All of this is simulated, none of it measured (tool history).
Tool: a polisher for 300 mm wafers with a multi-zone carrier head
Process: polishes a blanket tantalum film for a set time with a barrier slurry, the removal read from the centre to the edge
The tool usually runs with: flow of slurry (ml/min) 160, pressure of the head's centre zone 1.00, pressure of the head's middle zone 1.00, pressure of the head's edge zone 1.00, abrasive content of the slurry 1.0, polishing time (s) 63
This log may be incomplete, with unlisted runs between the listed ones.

run    hour  flow of slurry (ml/min)  pressure of the head's centre zone  pressure of the head's middle zone  pressure of the head's edge zone  abrasive content of the slurry  polishing time (s)  wafers since the last listed run  wafers polished on this pad  hours since the slurry nozzle was cleaned  hours since the centre zone pressure was calibrated  hours since the edge zone pressure was calibrated  hours since the carrier head's membrane was replaced  incoming thickness of the incoming film, nm  film removed at the wafer's centre (angstrom)  film removed at mid-radius (angstrom)  film removed at the wafer's edge (angstrom)
  1     0.0                      160                                1.05                                1.00                              1.00                             1.0                  71                                 0                          815                                      359.3                                                475.5                                              336.4                                                 556.2                                        420.6                                           1295                                   1209                                         1238
       15.5  -- slurry nozzle cleaned
       39.6  -- carrier head's membrane replaced by a new one
  2    65.3                      160                                1.05                                1.00                              1.00                             1.0                  71                               810                         1625                                       49.8                                                540.8                                              401.7                                                  25.7                                        421.6                                           1123                                   1082                                         1138
  3   101.7                      160                                1.05                                1.00                              1.00                             1.0                  71                               497                         2122                                       86.2                                                577.2                                              438.1                                                  62.1                                        420.0                                           1053                                   1067                                         1126
  4   161.8                      160                                1.00                                1.00                              1.00                             1.0                  63                               821                         2943                                      146.3                                                637.3                                              498.2                                                 122.2                                        427.3                                            879                                    908                                          993
      183.6  -- slurry nozzle cleaned, repeated, since the last time left the tool worse
  5   192.0                      160                                1.00                                1.00                              1.00                             1.0                  63                               398                         3342                                        8.4                                                667.5                                              528.4                                                 152.4                                        411.8                                           1114                                   1145                                         1107
      212.9  -- worn pad replaced by a new one
      229.6  -- centre zone pressure recalibrated
  6   244.1                      160                                1.00                                1.00                              1.00                             1.0                  63                               629                          399                                       60.5                                                 14.5                                              580.5                                                 204.5                                        415.8                                           1126                                   1137                                         1101
  7   314.6                      160                                1.00                                1.00                              1.00                             1.0                  63                               963                         1362                                      131.0                                                 85.0                                              651.0                                                 275.0                                        419.9                                           1104                                   1094                                         1088
  8   361.4                      160                                1.00                                1.00                              1.00                             1.0                  63                               639                         2002                                      177.8                                                131.8                                              697.8                                                 321.8                                        420.0                                           1100                                   1081                                         1094
  9   404.3                      160                                1.00                                1.00                              1.00                             1.0                  63                               586                         2588                                      220.7                                                174.7                                              740.7                                                 364.7                                        423.5                                           1082                                   1099                                         1093
 10   430.2                      160                                1.00                                1.09                              1.08                             0.7                  63                               353                         2942                                      246.6                                                200.6                                              766.6                                                 390.6                                        412.8                                           1007                                   1066                                         1037
      464.9  -- edge zone pressure recalibrated
 11   478.4                      160                                1.11                                1.04                              1.00                             1.0                  63                               631                         3573                                      294.8                                                248.8                                               13.5                                                 438.8                                        412.4                                           1207                                   1123                                         1091
      499.2  -- worn pad replaced by a new one
      512.3  -- carrier head's membrane replaced by a new one
      519.5  -- slurry nozzle cleaned
 12   534.9                      195                                1.00                                1.00                              1.06                             1.0                  63                               635                          405                                       15.4                                                305.3                                               70.0                                                  22.6                                        420.1                                           1177                                   1169                                         1179
 13   567.0                      190                                1.00                                1.09                              0.92                             0.9                  63                               438                          843                                       47.5                                                337.4                                              102.1                                                  54.7                                        419.0                                           1138                                   1212                                         1105
 14   630.9                      160                                1.00                                1.00                              1.00                             1.0                  63                               873                         1716                                      111.4                                                401.3                                              166.0                                                 118.6                                        423.9                                           1118                                   1119                                         1107
 15   701.7                      160                                1.00                                1.00                              1.00                             1.0                  63                               967                         2684                                      182.2                                                472.1                                              236.8                                                 189.4                                        424.1                                           1094                                   1083                                         1067
      736.0  -- worn pad replaced by a new one
 16   762.5                      160                                1.00                                1.00                              1.00                             1.0                  63                               776                          361                                      243.0                                                532.9                                              297.6                                                 250.2                                        416.4                                           1089                                   1093                                         1081
 17   824.8                      200                                1.00                                0.90                              0.90                             1.2                  63                               851                         1212                                      305.3                                                595.2                                              359.9                                                 312.5                                        422.5                                           1213                                   1063                                         1142
 18   854.6                      210                                1.05                                1.00                              1.00                             0.7                  47                               407                         1620                                      335.1                                                625.0                                              389.7                                                 342.3                                        417.8                                            832                                    792                                          777
 19   884.1                      160                                1.00                                1.00                              1.00                             1.0                  63                               403                         2023                                      364.6                                                654.5                                              419.2                                                 371.8                                        416.9                                           1062                                   1066                                         1072
 20   919.9                      120                                1.00                                1.05                              1.00                             1.3                  63                               489                         2512                                      400.4                                                690.3                                              455.0                                                 407.6                                        410.7                                           1025                                   1084                                         1060
      939.3  -- slurry nozzle cleaned
      984.0  -- carrier head's membrane replaced by a new one
 21   991.5                      160                                1.00                                1.05                              1.07                             1.0                  63                               896                         3408                                       52.2                                                761.9                                              526.6                                                   7.5                                        420.1                                           1134                                   1183                                         1135
     1005.5  -- centre zone pressure recalibrated
     1008.9  -- worn pad replaced by a new one
 22  1060.6                      205                                1.00                                1.03                              1.00                             1.0                  63                               870                          706                                      121.3                                                 55.1                                              595.7                                                  76.6                                        421.5                                           1160                                   1189                                         1138

Each row is a separate what-if for the run after 22, all from the same tool condition, not one after another. Results?
  A  1061.0                      210                                1.00                                1.00                              1.00                             1.0                  63                                 5                          711                                      121.7                                                 55.5                                              596.1                                                  77.0                                        416.4                                              ?                                      ?                                            ?
  B  1061.0                      135                                1.00                                1.00                              1.11                             1.0                  63                                 5                          711                                      121.7                                                 55.5                                              596.1                                                  77.0                                        416.4                                              ?                                      ?                                            ?
  C  1061.0                      160                                1.07                                1.12                              0.90                             1.0                  63                                 5                          711                                      121.7                                                 55.5                                              596.1                                                  77.0                                        416.4                                              ?                                      ?                                            ?

run  film removed at the wafer's centre (angstrom)  film removed at mid-radius (angstrom)  film removed at the wafer's edge (angstrom)
  A                                           1189                                   1160                                         1138
  B                                           1066                                   1053                                         1101
  C                                           1199                                   1211                                         1056
Without the tool's hidden state the same runs would have given:
run  film removed at the wafer's centre (angstrom)  film removed at mid-radius (angstrom)  film removed at the wafer's edge (angstrom)
  A                                           1218                                   1186                                         1157
  B                                           1109                                   1091                                         1128
  C                                           1239                                   1247                                         1079
